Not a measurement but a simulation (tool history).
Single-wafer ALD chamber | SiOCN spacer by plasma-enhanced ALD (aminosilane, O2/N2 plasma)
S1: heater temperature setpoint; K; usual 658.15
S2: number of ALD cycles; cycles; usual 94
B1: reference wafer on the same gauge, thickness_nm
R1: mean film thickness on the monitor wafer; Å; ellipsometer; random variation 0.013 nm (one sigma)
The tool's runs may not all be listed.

run 1 hour=0 | S1=664.15 S2=94 | B1=5.225 | R1=52.32
run 2 hour=22.9 | S1=658.15 S2=94 | B1=5.233 | R1=52.23
run 3 hour=40.7 | S1=658.15 S2=90 | B1=5.229 | R1=50.28
run 4 hour=74.8 | S1=658.15 S2=90 | B1=5.231 | R1=50.15
run 5 hour=94.5 | S1=658.15 S2=90 | B1=5.225 | R1=49.97
run 6 hour=112.3 | S1=658.15 S2=94 | B1=5.225 | R1=52.21
run 7 hour=139.4 | S1=668.15 S2=94 | B1=5.229 | R1=52.29
run 8 hour=166.5 | S1=658.15 S2=94 | B1=5.227 | R1=52.46
-- hour=177.6 thermocouple changed; heater temperature recalibrated
run 9 hour=186.7 | S1=658.15 S2=94 | B1=5.232 | R1=52.31
run 10 hour=201.5 | S1=658.15 S2=94 | B1=5.229 | R1=52.55
run 11 hour=235.4 | S1=658.15 S2=94 | B1=5.234 | R1=52.01
-- hour=259.8 gauge calibrated
run 12 hour=271.3 | S1=658.15 S2=102 | B1=5.23 | R1=56.6
run 13 hour=305.6 | S1=658.15 S2=94 | B1=5.235 | R1=52.18

Forecast run 14:
run 14 hour=324.5 | S1=652.15 S2=89 | B1=? | R1=?

Run 14 gave B1 5.236, R1 49.57 Å.
Without the tool's hidden state the same run would have given R1 49.57 Å.
